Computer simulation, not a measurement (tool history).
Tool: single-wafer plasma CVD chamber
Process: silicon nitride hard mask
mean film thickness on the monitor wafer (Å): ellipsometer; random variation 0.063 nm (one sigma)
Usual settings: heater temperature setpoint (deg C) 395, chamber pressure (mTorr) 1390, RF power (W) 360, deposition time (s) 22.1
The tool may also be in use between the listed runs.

run	hour	heater temperature setpoint (deg C)	chamber pressure (mTorr)	RF power (W)	deposition time (s)	wafers since the last listed run	hours since the last thermocouple change	hours since the last RF generator calibration	hours since the last manometer calibration	hours since the showerhead was replaced	hours since the gauge calibration	read-back reference wafer on the same gauge, thickness_nm	mean film thickness on the monitor wafer (Å)
1	0.0	395	1390	360	22.1	0	2154.7	660.8	1992.1	2938.5	2334.3	27.504	242.21
# hour 16.1: capacitance manometer re-zeroed and calibrated
2	99.9	395	1390	360	22.1	1396	2254.6	760.7	83.8	3038.4	2434.2	27.507	241.71
# hour 125.3: gauge calibrated
# hour 142.6: showerhead replaced
# hour 152.1: thermocouple changed; heater temperature recalibrated
3	198.3	395	1390	360	21.0	1251	46.2	859.1	182.2	55.7	73.0	27.525	230.44
# hour 216.6: RF generator calibrated
4	269.8	395	1490	360	22.1	964	117.7	53.2	253.7	127.2	144.5	27.515	250.14
5	325.6	395	1390	400	20.6	847	173.5	109.0	309.5	183.0	200.3	27.516	237.64
6	419.7	395	1390	360	22.1	1429	267.6	203.1	403.6	277.1	294.4	27.507	242.39
7	480.5	409	1060	395	20.5	923	328.4	263.9	464.4	337.9	355.2	27.513	202.06
8	535.4	395	1160	360	22.1	834	383.3	318.8	519.3	392.8	410.1	27.510	220.88
9	627.1	395	1060	415	19.8	1393	475.0	410.5	611.0	484.5	501.8	27.493	200.75
10	685.2	380	1080	315	19.9	882	533.1	468.6	669.1	542.6	559.9	27.513	180.38
11	764.2	395	1260	360	22.1	1200	612.1	547.6	748.1	621.6	638.9	27.515	232.35
12	812.3	395	1390	420	22.1	730	660.2	595.7	796.2	669.7	687.0	27.474	260.41
13	889.7	395	1390	360	22.1	1175	737.6	673.1	873.6	747.1	764.4	27.485	242.68
14	947.3	405	1390	310	22.1	875	795.2	730.7	931.2	804.7	822.0	27.481	224.26
15	1039.3	407	1200	360	22.1	1397	887.2	822.7	1023.2	896.7	914.0	27.529	224.45
16	1125.7	395	1630	360	22.1	1312	973.6	909.1	1109.6	983.1	1000.4	27.515	258.94
# hour 1160.7: RF generator calibrated
17	1167.6	395	1390	360	22.1	514	1015.5	6.9	1151.5	1025.0	1042.3	27.487	241.84
18	1238.5	395	1390	340	22.1	1077	1086.4	77.8	1222.4	1095.9	1113.2	27.523	233.98
19	1327.2	395	1390	360	22.1	1347	1175.1	166.5	1311.1	1184.6	1201.9	27.500	241.19
20	1374.1	401	1390	340	22.1	712	1222.0	213.4	1358.0	1231.5	1248.8	27.496	234.37
21	1448.6	395	1390	360	22.1	1131	1296.5	287.9	1432.5	1306.0	1323.3	27.489	242.52
22	1493.4	390	1040	360	25.8	680	1341.3	332.7	1477.3	1350.8	1368.1	27.510	241.14
23	1592.7	395	1390	360	22.1	1508	1440.6	432.0	1576.6	1450.1	1467.4	27.490	242.39
24	1656.6	386	1730	330	22.1	970	1504.5	495.9	1640.5	1514.0	1531.3	27.511	254.42
25	1757.3	395	1530	290	18.7	1529	1605.2	596.6	1741.2	1614.7	1632.0	27.496	191.86
# hour 1775.8: capacitance manometer re-zeroed and calibrated
26	1829.5	395	1390	405	22.1	975	1677.4	668.8	53.7	1686.9	1704.2	27.500	254.92
27	1927.4	395	1390	385	18.4	1487	1775.3	766.7	151.6	1784.8	1802.1	27.488	208.14

5 ways to go on from here, each from the tool as it stands after run 27. What would each give?
A	1927.8	389	1390	360	22.1	6	1775.7	767.1	152.0	1785.2	1802.5	?	?
B	1927.8	383	1570	335	22.1	6	1775.7	767.1	152.0	1785.2	1802.5	?	?
C	1927.8	401	1230	400	18.4	6	1775.7	767.1	152.0	1785.2	1802.5	?	?
D	1927.8	395	1390	335	19.9	6	1775.7	767.1	152.0	1785.2	1802.5	?	?
E	1927.8	395	1390	360	18.9	6	1775.7	767.1	152.0	1785.2	1802.5	?	?

run	read-back reference wafer on the same gauge, thickness_nm	mean film thickness on the monitor wafer (Å)
A	27.501	242.78
B	27.501	247.79
C	27.501	199.64
D	27.501	210.86
E	27.501	207.24
Without the tool's hidden state the same runs would have given:
run	mean film thickness on the monitor wafer (Å)
A	242.78
B	247.79
C	199.64
D	210.86
E	207.24
